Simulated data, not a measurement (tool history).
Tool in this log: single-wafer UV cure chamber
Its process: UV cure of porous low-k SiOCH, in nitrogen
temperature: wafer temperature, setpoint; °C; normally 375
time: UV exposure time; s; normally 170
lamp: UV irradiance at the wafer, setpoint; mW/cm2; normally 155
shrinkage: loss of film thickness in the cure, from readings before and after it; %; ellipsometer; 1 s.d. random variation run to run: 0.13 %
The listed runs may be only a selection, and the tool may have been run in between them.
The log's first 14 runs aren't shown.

run    hour  temperature  time  lamp  shrinkage
      668.5  -- quartz window cleaned
 15   695.8          375   170   145     13.917
 16   763.2          375   190   155     15.023
 17   823.9          375   170   155     14.491
 18   851.7          375   170   155     14.661
 19   877.6          391   105   155     12.244
 20   935.7          390   140   177     14.474
      970.7  -- quartz window cleaned
 21   971.2          392   170   121     13.498
 22   995.2          375   120   143     12.066
 23  1040.5          357    85   155      10.33
 24  1080.8          375   205   122     14.167
 25  1111.2          375   170   155     14.516
     1124.6  -- UV bulbs replaced
 26  1161.8          382   170   155     15.633
 27  1216.6          375   170   166     16.017
 28  1248.5          366    90   155     11.723
     1269.4  -- quartz window cleaned
 29  1318.5          393   170   165     16.187
 30  1346.6          375   170   169     15.537
 31  1412.1          366   170   192     16.265
 32  1447.4          383   170   155     15.455
 33  1482.7          385   170   115     13.727
 34  1553.2          359   100   175      12.17
     1571.7  -- quartz window cleaned
 35  1601.6          375   170   126     13.775

5 ways to go on from here, each from the tool as it stands after run 35. What would each give?
  A  1602          375   170   191          ?
  B  1602          381   170   137          ?
  C  1602          375   260   190          ?
  D  1602          375   105   187          ?
  E  1602          370   170   184          ?

run  shrinkage
  A     16.117
  B     14.394
  C     18.536
  D     13.325
  E     15.787
Stripped of hidden state, with their random variation kept, the same runs would have yielded:
run  shrinkage
  A     16.866
  B     15.123
  C     19.303
  D     14.041
  E     16.533
